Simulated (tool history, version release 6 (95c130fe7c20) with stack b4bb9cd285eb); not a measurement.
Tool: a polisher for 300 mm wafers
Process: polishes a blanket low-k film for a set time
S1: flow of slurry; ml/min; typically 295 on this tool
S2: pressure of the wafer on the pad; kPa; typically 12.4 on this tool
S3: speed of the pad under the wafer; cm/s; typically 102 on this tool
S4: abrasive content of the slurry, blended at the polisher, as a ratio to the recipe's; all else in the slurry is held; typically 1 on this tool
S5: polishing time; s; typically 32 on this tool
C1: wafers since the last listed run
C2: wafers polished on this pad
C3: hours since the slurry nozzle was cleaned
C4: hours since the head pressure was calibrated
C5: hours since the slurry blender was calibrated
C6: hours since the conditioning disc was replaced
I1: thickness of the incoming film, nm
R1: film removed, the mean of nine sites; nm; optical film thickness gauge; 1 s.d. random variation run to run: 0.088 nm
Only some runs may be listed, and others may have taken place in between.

{"run": 1, "day": 0.0, "S1": 295, "S2": 12.4, "S3": 102, "S4": 1, "S5": 27, "C1": 0, "C2": 345, "C3": 687.3, "C4": 653.6, "C5": 53, "C6": 173.1, "I1": 771.2, "R1": 8.7}
{"run": 2, "day": 0.275, "S1": 295, "S2": 12.4, "S3": 102, "S4": 1, "S5": 27, "C1": 79, "C2": 425, "C3": 693.9, "C4": 660.2, "C5": 59.6, "C6": 179.7, "I1": 775.7, "R1": 8.6}
{"run": 3, "day": 0.529, "S1": 295, "S2": 12.4, "S3": 102, "S4": 1.1, "S5": 32, "C1": 73, "C2": 498, "C3": 700, "C4": 666.3, "C5": 65.7, "C6": 185.8, "I1": 765.1, "R1": 10.4}
{"run": 4, "day": 1.221, "S1": 295, "S2": 9.7, "S3": 102, "S4": 1, "S5": 32, "C1": 198, "C2": 697, "C3": 716.6, "C4": 682.9, "C5": 82.3, "C6": 202.4, "I1": 778, "R1": 8.3}
{"day": 1.962, "done": "worn pad replaced by a new one"}
{"run": 5, "day": 1.983, "S1": 295, "S2": 9.7, "S3": 102, "S4": 1, "S5": 32, "C1": 171, "C2": 5, "C3": 734.9, "C4": 701.2, "C5": 100.6, "C6": 220.7, "I1": 755.9, "R1": 8.6}
{"run": 6, "day": 2.408, "S1": 295, "S2": 12.4, "S3": 102, "S4": 1, "S5": 32, "C1": 122, "C2": 127, "C3": 745.1, "C4": 711.4, "C5": 110.8, "C6": 230.9, "I1": 762.6, "R1": 10.3}
{"run": 7, "day": 2.692, "S1": 295, "S2": 11, "S3": 102, "S4": 1, "S5": 32, "C1": 81, "C2": 209, "C3": 751.9, "C4": 718.2, "C5": 117.6, "C6": 237.7, "I1": 774.7, "R1": 9.4}
{"run": 8, "day": 3.088, "S1": 295, "S2": 11, "S3": 102, "S4": 1, "S5": 32, "C1": 113, "C2": 323, "C3": 761.4, "C4": 727.7, "C5": 127.1, "C6": 247.2, "I1": 777.2, "R1": 9.4}
{"run": 9, "day": 3.517, "S1": 295, "S2": 12.4, "S3": 102, "S4": 1, "S5": 32, "C1": 123, "C2": 446, "C3": 771.7, "C4": 738, "C5": 137.4, "C6": 257.5, "I1": 755.3, "R1": 10.2}
{"day": 3.729, "done": "slurry nozzle cleaned"}
{"run": 10, "day": 3.971, "S1": 295, "S2": 12.4, "S3": 102, "S4": 1, "S5": 32, "C1": 118, "C2": 565, "C3": 5.8, "C4": 748.9, "C5": 148.3, "C6": 268.4, "I1": 779.4, "R1": 10}
{"run": 11, "day": 4.392, "S1": 295, "S2": 12.4, "S3": 102, "S4": 1, "S5": 32, "C1": 121, "C2": 686, "C3": 15.9, "C4": 759, "C5": 158.4, "C6": 278.5, "I1": 764, "R1": 10.1}
{"day": 5.158, "done": "worn pad replaced by a new one"}
{"run": 12, "day": 5.488, "S1": 245, "S2": 12.4, "S3": 102, "S4": 1, "S5": 32, "C1": 267, "C2": 94, "C3": 42.2, "C4": 785.3, "C5": 184.7, "C6": 304.8, "I1": 767.2, "R1": 9.9}
{"day": 6.083, "done": "conditioning disc replaced and pad reconditioned"}
{"day": 6.192, "done": "slurry blender recalibrated"}
{"run": 13, "day": 6.225, "S1": 295, "S2": 9.7, "S3": 102, "S4": 1, "S5": 32, "C1": 164, "C2": 258, "C3": 59.9, "C4": 803, "C5": 0.8, "C6": 3.4, "I1": 767, "R1": 8.6}
{"run": 14, "day": 6.888, "S1": 295, "S2": 12.4, "S3": 102, "S4": 0.75, "S5": 32, "C1": 190, "C2": 449, "C3": 75.8, "C4": 818.9, "C5": 16.7, "C6": 19.3, "I1": 769.2, "R1": 9.4}
{"run": 15, "day": 7.342, "S1": 295, "S2": 12.4, "S3": 124, "S4": 0.7, "S5": 39, "C1": 130, "C2": 579, "C3": 86.7, "C4": 829.8, "C5": 27.6, "C6": 30.2, "I1": 772.9, "R1": 13.1}
{"run": 16, "day": 7.867, "S1": 295, "S2": 12.4, "S3": 102, "S4": 1, "S5": 21, "C1": 151, "C2": 730, "C3": 99.3, "C4": 842.4, "C5": 40.2, "C6": 42.8, "I1": 770.2, "R1": 6.5}
{"day": 8.4, "done": "worn pad replaced by a new one"}
{"run": 17, "day": 8.421, "S1": 295, "S2": 12.4, "S3": 102, "S4": 1, "S5": 21, "C1": 111, "C2": 6, "C3": 112.6, "C4": 855.7, "C5": 53.5, "C6": 56.1, "I1": 784.4, "R1": 6.8}

The next listed run, before its measurement:
{"day": 8.512, "done": "head pressure recalibrated"}
{"run": 18, "day": 9.017, "S1": 295, "S2": 12.4, "S3": 102, "S4": 1, "S5": 32, "C1": 147, "C2": 153, "C3": 126.9, "C4": 12.1, "C5": 67.8, "C6": 70.4, "I1": 769.4, "R1": "?"}

Run 18 produced R1 10.3 nm.
With the hidden condition absent and the run-to-run variation left alone, this run would have shown R1 10.4 nm.

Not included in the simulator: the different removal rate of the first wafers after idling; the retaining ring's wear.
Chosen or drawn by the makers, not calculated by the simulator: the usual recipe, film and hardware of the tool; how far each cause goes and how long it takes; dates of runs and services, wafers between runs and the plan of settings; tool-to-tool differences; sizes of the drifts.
